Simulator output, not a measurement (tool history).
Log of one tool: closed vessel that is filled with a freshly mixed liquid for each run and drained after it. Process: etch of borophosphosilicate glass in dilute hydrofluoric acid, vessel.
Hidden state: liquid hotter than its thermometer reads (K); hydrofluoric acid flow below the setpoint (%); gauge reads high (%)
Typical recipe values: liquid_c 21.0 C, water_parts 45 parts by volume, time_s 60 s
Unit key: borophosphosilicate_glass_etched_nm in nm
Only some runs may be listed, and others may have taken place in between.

run   hour  liquid_c  water_parts  time_s  wafers since the last listed run  hours since the thermometer was replaced  hours since the hydrofluoric acid flow meter was replaced  hours since the gauge calibration  read-back film thickness of the borophosphosilicate glass reference wafer, read on the same gauge (nm)  borophosphosilicate_glass_etched_nm
  1    0.0      21.0           45      75                                 0                                    2692.5                                                      440.4                              205.3                                                                                                  119.98                                92.22
  2   10.4      21.0           45      75                               722                                    2702.9                                                      450.8                              215.7                                                                                                  119.98                                91.98
  3   22.6      21.0           45      60                               847                                    2715.1                                                      463.0                              227.9                                                                                                  119.97                                73.46
  4   34.9      21.0           45      60                               854                                    2727.4                                                      475.3                              240.2                                                                                                  120.03                                73.64
  5   64.9      21.0           45      60                              2084                                    2757.4                                                      505.3                              270.2                                                                                                  120.01                                73.80
  6   79.9      21.0           45      60                              1042                                    2772.4                                                      520.3                              285.2                                                                                                  120.00                                73.58
      91.4  -- gauge calibrated
  7   92.0      21.0           45      60                               840                                    2784.5                                                      532.4                                0.6                                                                                                  119.96                                73.28
  8  100.8      21.0           45      60                               611                                    2793.3                                                      541.2                                9.4                                                                                                  120.02                                73.54
  9  116.0      21.0           45      60                              1055                                    2808.5                                                      556.4                               24.6                                                                                                  120.02                                73.41
     132.2  -- hydrofluoric acid flow meter replaced
 10  132.7      21.0           45      60                              1090                                    2825.2                                                        0.5                               41.3                                                                                                  120.00                                77.04
 11  142.1      21.0           45      60                               653                                    2834.6                                                        9.9                               50.7                                                                                                  120.04                                76.76
 12  152.3      18.5           60      90                               708                                    2844.8                                                       20.1                               60.9                                                                                                  119.97                                76.59
 13  163.1      21.0           45      60                               750                                    2855.6                                                       30.9                               71.7                                                                                                  120.03                                77.01
 14  178.3      21.0           45      60                              1055                                    2870.8                                                       46.1                               86.9                                                                                                  120.01                                76.79
 15  196.0      17.0           55      90                              1229                                    2888.5                                                       63.8                              104.6                                                                                                  120.03                                78.65
 16  203.5      21.0           25      75                               521                                    2896.0                                                       71.3                              112.1                                                                                                  120.01                               177.55
     207.4  -- thermometer replaced
 17  215.2      17.0           50      90                               743                                       7.8                                                       83.0                              123.8                                                                                                  119.99                                76.79
 18  221.3      18.5           55      60                               423                                      13.9                                                       89.1                              129.9                                                                                                  120.00                                49.25
 19  232.9      21.0           55      35                               805                                      25.5                                                      100.7                              141.5                                                                                                  120.02                                31.99
 20  240.0      21.0           25      70                               493                                      32.6                                                      107.8                              148.6                                                                                                  120.00                               146.23
 21  256.2      21.0           55      60                              1125                                      48.8                                                      124.0                              164.8                                                                                                  120.01                                54.71
 22  263.1      23.5           55      40                               479                                      55.7                                                      130.9                              171.7                                                                                                  119.99                                40.45

What differs in the tool's unlogged condition from the final listed run ahead of each entry between runs to the first listed run following it?
Runs 6 to 7: gauge calibrated (hour 91.4)
  liquid hotter than its thermometer reads (K): 2.92 -> 2.93; hydrofluoric acid flow below the setpoint (%): 4.35 -> 4.45
  difference, measured minus the result without the unlogged condition, borophosphosilicate_glass_etched_nm: +5.31 -> +5.23 nm
Runs 9 to 10: hydrofluoric acid flow meter replaced (hour 132.2)
  liquid hotter than its thermometer reads (K): 2.95 -> 2.97; hydrofluoric acid flow below the setpoint (%): 4.65 -> 0.275
  difference, measured minus the result without the unlogged condition, borophosphosilicate_glass_etched_nm: +5.16 -> +8.81 nm
Runs 16 to 17: thermometer replaced (hour 207.4)
  liquid hotter than its thermometer reads (K): 3.03 -> 0.145; hydrofluoric acid flow below the setpoint (%): 0.844 -> 0.939
  difference, measured minus the result without the unlogged condition, borophosphosilicate_glass_etched_nm: +20.09 -> -0.29 nm
